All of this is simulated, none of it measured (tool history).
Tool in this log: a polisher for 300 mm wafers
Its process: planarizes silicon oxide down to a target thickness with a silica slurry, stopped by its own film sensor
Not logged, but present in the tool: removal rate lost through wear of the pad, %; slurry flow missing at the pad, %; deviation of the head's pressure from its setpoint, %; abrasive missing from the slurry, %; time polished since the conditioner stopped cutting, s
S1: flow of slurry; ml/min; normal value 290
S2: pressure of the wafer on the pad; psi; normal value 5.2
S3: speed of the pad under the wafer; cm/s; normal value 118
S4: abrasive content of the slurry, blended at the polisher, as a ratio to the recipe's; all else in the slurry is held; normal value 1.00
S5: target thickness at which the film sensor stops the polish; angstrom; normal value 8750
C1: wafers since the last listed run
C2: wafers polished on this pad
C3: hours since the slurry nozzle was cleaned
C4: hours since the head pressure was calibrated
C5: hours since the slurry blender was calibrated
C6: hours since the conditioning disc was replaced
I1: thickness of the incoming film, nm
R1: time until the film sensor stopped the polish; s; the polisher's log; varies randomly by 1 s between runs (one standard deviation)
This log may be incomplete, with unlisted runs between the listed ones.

{"run": 1, "day": 0.0, "S1": 290, "S2": 5.2, "S3": 118, "S4": 1.0, "S5": 8750, "C1": 0, "C2": 2622, "C3": 339.7, "C4": 641.8, "C5": 84.7, "C6": 444.0, "I1": 1266.8, "R1": 114.7}
{"day": 1.996, "done": "conditioning disc replaced and pad reconditioned"}
{"run": 2, "day": 4.454, "S1": 290, "S2": 5.2, "S3": 118, "S4": 1.0, "S5": 8750, "C1": 1246, "C2": 3868, "C3": 446.6, "C4": 748.7, "C5": 191.6, "C6": 59.0, "I1": 1260.7, "R1": 115.2}
{"day": 4.888, "done": "worn pad replaced by a new one"}
{"run": 3, "day": 7.958, "S1": 290, "S2": 5.2, "S3": 118, "S4": 1.0, "S5": 8750, "C1": 951, "C2": 875, "C3": 530.7, "C4": 832.8, "C5": 275.7, "C6": 143.1, "I1": 1250.6, "R1": 112.5}
{"day": 10.975, "done": "slurry blender recalibrated"}
{"run": 4, "day": 11.454, "S1": 290, "S2": 5.2, "S3": 118, "S4": 1.0, "S5": 8750, "C1": 972, "C2": 1848, "C3": 614.6, "C4": 916.7, "C5": 11.5, "C6": 227.0, "I1": 1262.5, "R1": 109.0}
{"day": 12.971, "done": "slurry nozzle cleaned"}
{"run": 5, "day": 15.688, "S1": 290, "S2": 5.2, "S3": 118, "S4": 1.0, "S5": 8750, "C1": 1195, "C2": 3043, "C3": 65.2, "C4": 1018.3, "C5": 113.1, "C6": 328.6, "I1": 1244.5, "R1": 108.6}
{"day": 16.142, "done": "head pressure recalibrated"}
{"run": 6, "day": 17.425, "S1": 290, "S2": 5.2, "S3": 118, "S4": 1.0, "S5": 8750, "C1": 471, "C2": 3515, "C3": 106.9, "C4": 30.8, "C5": 154.8, "C6": 370.3, "I1": 1272.3, "R1": 116.3}
{"day": 17.871, "done": "worn pad replaced by a new one"}
{"run": 7, "day": 19.775, "S1": 290, "S2": 5.2, "S3": 118, "S4": 1.0, "S5": 8750, "C1": 622, "C2": 542, "C3": 163.3, "C4": 87.2, "C5": 211.2, "C6": 426.7, "I1": 1280.2, "R1": 120.9}
{"day": 25.142, "done": "slurry blender recalibrated"}
{"day": 28.425, "done": "conditioning disc replaced and pad reconditioned"}
{"day": 31.075, "done": "worn pad replaced by a new one"}
{"run": 8, "day": 32.279, "S1": 290, "S2": 5.2, "S3": 118, "S4": 1.0, "S5": 8750, "C1": 3469, "C2": 343, "C3": 463.4, "C4": 387.3, "C5": 171.3, "C6": 92.5, "I1": 1280.1, "R1": 120.2}
{"day": 34.858, "done": "slurry nozzle cleaned"}
{"run": 9, "day": 36.192, "S1": 290, "S2": 5.2, "S3": 104, "S4": 1.0, "S5": 8750, "C1": 1103, "C2": 1446, "C3": 32.0, "C4": 481.2, "C5": 265.2, "C6": 186.4, "I1": 1252.4, "R1": 126.3}
{"run": 10, "day": 37.85, "S1": 315, "S2": 5.2, "S3": 118, "S4": 1.0, "S5": 8750, "C1": 472, "C2": 1919, "C3": 71.8, "C4": 521.0, "C5": 305.0, "C6": 226.2, "I1": 1244.6, "R1": 111.0}
{"day": 39.208, "done": "slurry blender recalibrated"}
{"run": 11, "day": 41.421, "S1": 290, "S2": 5.2, "S3": 102, "S4": 1.0, "S5": 8750, "C1": 994, "C2": 2913, "C3": 157.5, "C4": 606.7, "C5": 53.1, "C6": 311.9, "I1": 1248.7, "R1": 122.6}
{"day": 44.117, "done": "worn pad replaced by a new one"}
{"run": 12, "day": 45.492, "S1": 290, "S2": 6.6, "S3": 118, "S4": 1.0, "S5": 8750, "C1": 1113, "C2": 392, "C3": 255.2, "C4": 704.4, "C5": 150.8, "C6": 409.6, "I1": 1250.9, "R1": 86.9}
{"run": 13, "day": 48.225, "S1": 290, "S2": 5.2, "S3": 118, "S4": 1.1, "S5": 9250, "C1": 779, "C2": 1171, "C3": 320.8, "C4": 770.0, "C5": 216.4, "C6": 475.2, "I1": 1254.9, "R1": 94.5}
{"run": 14, "day": 52.525, "S1": 290, "S2": 5.2, "S3": 80, "S4": 0.9, "S5": 7850, "C1": 1225, "C2": 2397, "C3": 424.0, "C4": 873.2, "C5": 319.6, "C6": 578.4, "I1": 1236.1, "R1": 199.7}
{"day": 53.062, "done": "slurry blender recalibrated"}
{"day": 53.425, "done": "head pressure recalibrated"}
{"day": 53.708, "done": "conditioning disc replaced and pad reconditioned"}
{"run": 15, "day": 55.979, "S1": 290, "S2": 5.2, "S3": 118, "S4": 1.0, "S5": 8750, "C1": 913, "C2": 3311, "C3": 506.9, "C4": 61.3, "C5": 70.0, "C6": 54.5, "I1": 1265.1, "R1": 113.6}
{"day": 56.488, "done": "worn pad replaced by a new one"}
{"run": 16, "day": 60.246, "S1": 290, "S2": 5.2, "S3": 118, "S4": 1.0, "S5": 8750, "C1": 1168, "C2": 1071, "C3": 609.3, "C4": 163.7, "C5": 172.4, "C6": 156.9, "I1": 1263.8, "R1": 117.6}
{"day": 62.979, "done": "slurry nozzle cleaned"}
{"day": 65.892, "done": "slurry blender recalibrated"}
{"run": 17, "day": 66.188, "S1": 290, "S2": 5.2, "S3": 118, "S4": 1.0, "S5": 8750, "C1": 1658, "C2": 2730, "C3": 77.0, "C4": 306.3, "C5": 7.1, "C6": 299.5, "I1": 1237.9, "R1": 104.3}
{"day": 70.442, "done": "worn pad replaced by a new one"}
{"run": 18, "day": 70.504, "S1": 385, "S2": 5.2, "S3": 138, "S4": 1.0, "S5": 8750, "C1": 1183, "C2": 18, "C3": 180.6, "C4": 409.9, "C5": 110.7, "C6": 403.1, "I1": 1269.8, "R1": 97.2}

State the hidden condition of the tool at each of the runs:
removal rate lost through wear of the pad, %: 0 in every run
slurry flow missing at the pad, %: 0 in every run
deviation of the head's pressure from its setpoint, %: 0 in every run
time polished since the conditioner stopped cutting, s: 0 in every run
H1: abrasive missing from the slurry, %
run=1 H1=5.11
run=2 H1=10.4
run=3 H1=14.5
run=4 H1=2.03
run=5 H1=7.04
run=6 H1=9.1
run=7 H1=11.9
run=8 H1=8.78
run=9 H1=13.4
run=10 H1=15.4
run=11 H1=4.5
run=12 H1=9.32
run=13 H1=12.6
run=14 H1=17.6
run=15 H1=5.9
run=16 H1=10.9
run=17 H1=1.81
run=18 H1=6.91
